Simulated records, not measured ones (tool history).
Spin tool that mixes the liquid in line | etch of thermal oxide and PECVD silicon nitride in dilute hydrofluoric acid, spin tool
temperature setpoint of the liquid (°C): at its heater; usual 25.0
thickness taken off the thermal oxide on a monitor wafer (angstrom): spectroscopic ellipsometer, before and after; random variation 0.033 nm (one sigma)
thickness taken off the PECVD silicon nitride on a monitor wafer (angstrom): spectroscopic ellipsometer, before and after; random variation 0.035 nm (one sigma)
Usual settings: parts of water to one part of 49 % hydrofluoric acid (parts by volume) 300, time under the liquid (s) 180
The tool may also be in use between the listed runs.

run    hour  temperature setpoint of the liquid (°C)  parts of water to one part of 49 % hydrofluoric acid (parts by volume)  time under the liquid (s)  read-back film thickness of the thermal oxide reference wafer, read on the same gauge (nm)  read-back film thickness of the PECVD silicon nitride reference wafer, read on the same gauge (nm)  thickness taken off the thermal oxide on a monitor wafer (angstrom)  thickness taken off the PECVD silicon nitride on a monitor wafer (angstrom)
  1     0.0                                     25.0                                                                     300                        180                                                                                      69.944                                                                                              80.005                                                                23.91                                                                        26.18
       20.6  -- thermometer replaced
  2    53.0                                     25.0                                                                     300                        180                                                                                      70.025                                                                                              80.013                                                                24.55                                                                        27.86
  3   279.3                                     26.5                                                                     225                        180                                                                                      70.025                                                                                              80.003                                                                36.56                                                                        39.51
  4   344.0                                     25.0                                                                     300                        205                                                                                      69.982                                                                                              79.968                                                                26.87                                                                        30.26
  5   423.5                                     25.0                                                                     300                        205                                                                                      69.944                                                                                              80.002                                                                27.11                                                                        29.39
  6   527.9                                     25.0                                                                     355                         80                                                                                      69.981                                                                                              80.003                                                                 8.31                                                                        10.01
  7   589.8                                     29.5                                                                     300                        285                                                                                      69.974                                                                                              80.010                                                                41.86                                                                        53.62
  8   693.4                                     26.5                                                                     300                        180                                                                                      70.002                                                                                              80.021                                                                23.48                                                                        27.90
  9   753.1                                     23.5                                                                     430                         85                                                                                      69.997                                                                                              79.995                                                                 6.09                                                                         7.80
 10   823.3                                     29.0                                                                     445                        260                                                                                      70.045                                                                                              80.015                                                                20.88                                                                        31.38
 11   867.0                                     25.0                                                                     300                        180                                                                                      70.007                                                                                              79.993                                                                21.69                                                                        24.45
 12   924.6                                     27.0                                                                     300                        180                                                                                      70.017                                                                                              80.000                                                                23.23                                                                        28.07
      928.2  -- hydrofluoric acid flow meter replaced
 13   988.7                                     25.0                                                                     300                        180                                                                                      70.036                                                                                              80.002                                                                25.65                                                                        28.07
 14  1066.4                                     25.0                                                                     300                        180                                                                                      70.021                                                                                              80.007                                                                25.57                                                                        27.73
 15  1161.1                                     25.0                                                                     410                        180                                                                                      69.975                                                                                              80.011                                                                16.63                                                                        20.10
 16  1256.5                                     23.0                                                                     300                         90                                                                                      70.023                                                                                              80.005                                                                11.73                                                                        11.93
     1256.9  -- gauge calibrated
 17  1347.9                                     22.0                                                                     300                         95                                                                                      70.035                                                                                              80.010                                                                11.86                                                                        11.69
 18  1433.0                                     25.0                                                                     430                        180                                                                                      70.005                                                                                              79.992                                                                14.90                                                                        18.53
 19  1501.3                                     21.5                                                                     300                        210                                                                                      69.981                                                                                              79.996                                                                24.59                                                                        24.55
 20  1578.2                                     25.0                                                                     300                        180                                                                                      70.002                                                                                              80.007                                                                23.59                                                                        26.30
     1711.4  -- thermometer replaced
 21  1850.2                                     29.5                                                                     230                        125                                                                                      69.964                                                                                              79.987                                                                27.67                                                                        31.96
 22  1911.5                                     25.0                                                                     300                        180                                                                                      69.997                                                                                              80.014                                                                23.65                                                                        27.00
 23  1986.2                                     29.0                                                                     365                        245                                                                                      69.970                                                                                              79.980                                                                28.23                                                                        37.24
 24  2060.4                                     29.0                                                                     435                        255                                                                                      69.965                                                                                              80.005                                                                22.66                                                                        32.78

5 ways to go on from here, each from the tool as it stands after run 24. What would each give?
  A  2060.9                                     25.0                                                                     300                        180                                                                                           ?                                                                                                   ?                                                                    ?                                                                            ?
  B  2060.9                                     29.5                                                                     300                        180                                                                                           ?                                                                                                   ?                                                                    ?                                                                            ?
  C  2060.9                                     25.0                                                                     300                         75                                                                                           ?                                                                                                   ?                                                                    ?                                                                            ?
  D  2060.9                                     25.0                                                                     300                        145                                                                                           ?                                                                                                   ?                                                                    ?                                                                            ?
  E  2060.9                                     29.0                                                                     300                        235                                                                                           ?                                                                                                   ?                                                                    ?                                                                            ?

run  read-back film thickness of the thermal oxide reference wafer, read on the same gauge (nm)  read-back film thickness of the PECVD silicon nitride reference wafer, read on the same gauge (nm)  thickness taken off the thermal oxide on a monitor wafer (angstrom)  thickness taken off the PECVD silicon nitride on a monitor wafer (angstrom)
  A                                                                                      69.981                                                                                              79.996                                                                23.00                                                                        26.96
  B                                                                                      69.981                                                                                              79.996                                                                26.66                                                                        35.09
  C                                                                                      69.981                                                                                              79.996                                                                 9.58                                                                        11.23
  D                                                                                      69.981                                                                                              79.996                                                                18.52                                                                        21.72
  E                                                                                      69.981                                                                                              79.996                                                                34.25                                                                        44.52
Without the tool's hidden state the same runs would have given:
run  thickness taken off the thermal oxide on a monitor wafer (angstrom)  thickness taken off the PECVD silicon nitride on a monitor wafer (angstrom)
  A                                                                26.70                                                                        30.58
  B                                                                31.03                                                                        39.89
  C                                                                11.13                                                                        12.74
  D                                                                21.51                                                                        24.64
  E                                                                39.86                                                                        50.60

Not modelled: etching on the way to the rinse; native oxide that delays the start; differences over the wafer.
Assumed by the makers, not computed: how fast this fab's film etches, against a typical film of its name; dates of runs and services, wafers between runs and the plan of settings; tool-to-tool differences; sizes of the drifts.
